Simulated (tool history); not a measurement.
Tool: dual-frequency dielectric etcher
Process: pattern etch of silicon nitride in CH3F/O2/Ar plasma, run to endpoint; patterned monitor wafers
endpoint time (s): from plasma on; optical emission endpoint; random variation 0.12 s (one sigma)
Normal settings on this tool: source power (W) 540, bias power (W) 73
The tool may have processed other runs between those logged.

| run | hour | source power (W) | bias power (W) | incoming incoming film thickness, nm | endpoint time (s) |
|---|---|---|---|---|---|
| 1 | 0 | 540 | 73 | 18.65 | 23 |
|  | 76.4 | wet clean of the chamber |
| 2 | 76.9 | 540 | 73 | 18.64 | 23.3 |
| 3 | 152.6 | 540 | 73 | 18.75 | 23.2 |
| 4 | 260 | 540 | 73 | 18.82 | 23.4 |
| 5 | 348.5 | 600 | 73 | 18.81 | 22.1 |
| 6 | 429.6 | 600 | 73 | 18.68 | 21.7 |
| 7 | 530.9 | 600 | 73 | 18.91 | 22 |
| 8 | 616.4 | 540 | 86 | 18.66 | 21.2 |
|  | 662.8 | upper electrode replaced |
|  | 726 | bias power generator calibrated |
| 9 | 757.8 | 440 | 73 | 18.65 | 26.6 |
|  | 881.9 | wet clean of the chamber |
| 10 | 882.4 | 590 | 73 | 18.73 | 22.4 |
| 11 | 927.7 | 540 | 73 | 18.61 | 23.3 |
| 12 | 1008.9 | 650 | 62 | 18.8 | 22.9 |
| 13 | 1076 | 540 | 73 | 18.74 | 23.6 |
| 14 | 1145.7 | 620 | 73 | 18.7 | 21.6 |
| 15 | 1321.3 | 670 | 57 | 18.85 | 23.7 |
| 16 | 1361.6 | 540 | 73 | 18.91 | 23.4 |
| 17 | 1464.5 | 540 | 88 | 18.76 | 21.2 |
| 18 | 1501.8 | 630 | 85 | 18.79 | 20 |
| 19 | 1599.5 | 610 | 78 | 18.63 | 20.9 |
| 20 | 1703.7 | 640 | 79 | 18.72 | 20.2 |
|  | 1747.6 | wet clean of the chamber |
|  | 1781.9 | source power generator calibrated |
| 21 | 1806.7 | 540 | 73 | 18.77 | 23.4 |
| 22 | 1877.2 | 610 | 73 | 18.58 | 21.9 |
| 23 | 1971.6 | 410 | 73 | 18.48 | 27.6 |
| 24 | 2078.8 | 540 | 85 | 18.74 | 21.8 |
| 25 | 2160.7 | 410 | 57 | 18.44 | 31.6 |

Forecast run 26:
| 26 | 2250.4 | 430 | 60 | 18.68 | ? |

Run 26 yielded endpoint time (s) 30.1.
The same run, on a tool lacking any hidden state, would have yielded endpoint time (s) 30.5.
